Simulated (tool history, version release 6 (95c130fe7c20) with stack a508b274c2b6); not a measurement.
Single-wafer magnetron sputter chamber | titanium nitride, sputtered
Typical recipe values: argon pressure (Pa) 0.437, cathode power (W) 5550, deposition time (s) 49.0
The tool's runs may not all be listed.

run,day,argon pressure (Pa),cathode power (W),deposition time (s),wafers since the last listed run,wafers on the sputter target,hours since the last manometer calibration,hours since the magnet pack was replaced,hours since the gauge calibration,"read-back reference wafer on the same gauge, thickness_nm",mean film thickness on the monitor wafer (nm)
1,0.000,0.437,5550,49.0,0,4293,462.8,5327.3,1486.4,53.786,50.415
2,1.496,0.437,4950,49.0,564,4857,498.7,5363.2,1522.3,53.718,45.165
3,3.725,0.437,5550,49.0,841,5698,552.2,5416.7,1575.8,53.726,50.590
4,6.129,0.437,5550,49.0,907,6606,609.9,5474.4,1633.5,53.746,50.575
5,10.346,0.437,5550,49.0,1591,8197,711.1,5575.6,1734.7,53.649,50.215
# day 11.125: sputter target and shields replaced
6,12.392,0.437,5550,49.0,646,477,760.2,5624.7,1783.8,53.665,50.403
7,15.083,0.437,5550,49.0,1015,1493,824.8,5689.3,1848.4,53.729,50.485
8,16.479,0.527,5550,49.0,526,2020,858.3,5722.8,1881.9,53.585,48.745
9,18.129,0.437,6600,49.0,622,2642,897.9,5762.4,1921.5,53.747,59.794
10,19.538,0.437,6600,49.0,531,3174,931.7,5796.2,1955.3,53.698,59.606
11,20.979,0.437,6600,49.0,543,3718,966.3,5830.8,1989.9,53.771,59.195
12,22.750,0.437,5550,49.0,668,4386,1008.8,5873.3,2032.4,53.694,50.019
13,23.996,0.437,5550,49.0,470,4856,1038.7,5903.2,2062.3,53.710,50.349
14,26.283,0.437,5550,49.0,863,5719,1093.6,5958.1,2117.2,53.697,50.345
15,29.258,0.437,5550,56.7,1122,6842,1165.0,6029.5,2188.6,53.725,57.971
# day 30.988: gauge calibrated
# day 31.504: sputter target and shields replaced
16,34.725,0.593,4200,45.1,1936,1215,1296.2,6160.7,89.7,53.735,32.958
17,37.096,0.381,5550,56.9,894,2109,1353.1,6217.6,146.6,53.634,59.535
18,38.704,0.571,4950,56.4,606,2716,1391.7,6256.2,185.2,53.685,49.053
19,41.533,0.351,5050,49.0,1067,3784,1459.6,6324.1,253.1,53.670,46.891
20,43.588,0.437,5550,49.0,775,4559,1508.9,6373.4,302.4,53.766,50.150
# day 46.446: magnet pack replaced
21,46.467,0.340,5550,49.0,960,5519,1578.0,0.5,371.5,53.793,51.838
22,48.725,0.361,5550,52.7,852,6371,1632.2,54.7,425.7,53.716,55.501
23,51.242,0.274,4350,43.7,949,7321,1692.6,115.1,486.1,53.585,37.090
# day 53.692: sputter target and shields replaced
24,54.054,0.437,5550,49.0,935,136,1760.1,182.6,553.6,53.749,49.948
# day 54.754: capacitance manometer re-zeroed and calibrated
25,55.521,0.487,5100,44.7,427,564,18.4,217.8,588.8,53.679,41.272
26,57.517,0.518,5550,43.8,753,1317,66.3,265.7,636.7,53.631,43.750
27,59.900,0.271,5100,52.6,899,2216,123.5,322.9,693.9,53.737,52.634
28,61.342,0.437,5550,49.0,543,2760,158.1,357.5,728.5,53.630,50.303
29,62.721,0.437,5550,58.6,520,3280,191.2,390.6,761.6,53.693,59.976
30,64.308,0.437,5550,49.0,599,3879,229.3,428.7,799.7,53.625,50.249
31,65.646,0.437,5550,49.0,504,4384,261.4,460.8,831.8,53.644,50.069
32,66.729,0.437,4250,42.1,408,4793,287.4,486.8,857.8,53.757,33.250
33,68.229,0.490,4700,39.6,565,5359,323.4,522.8,893.8,53.733,33.805
34,70.517,0.288,6350,42.8,863,6222,378.3,577.7,948.7,53.692,52.993

5 ways to go on from here, each from the tool as it stands after run 34. What would each give?
A,70.533,0.437,5550,49.0,6,6228,378.7,578.1,949.1,?,?
B,70.533,0.282,6350,40.6,6,6228,378.7,578.1,949.1,?,?
C,70.533,0.332,5550,49.0,6,6228,378.7,578.1,949.1,?,?
D,70.533,0.437,5550,45.4,6,6228,378.7,578.1,949.1,?,?
E,70.533,0.437,6750,56.8,6,6228,378.7,578.1,949.1,?,?

run,"read-back reference wafer on the same gauge, thickness_nm",mean film thickness on the monitor wafer (nm)
A,53.665,49.971
B,53.665,49.987
C,53.665,51.817
D,53.665,46.300
E,53.665,70.450
Stripped of hidden state, with their random variation kept, the same runs would have yielded:
run,mean film thickness on the monitor wafer (nm)
A,49.971
B,49.987
C,51.817
D,46.300
E,70.450
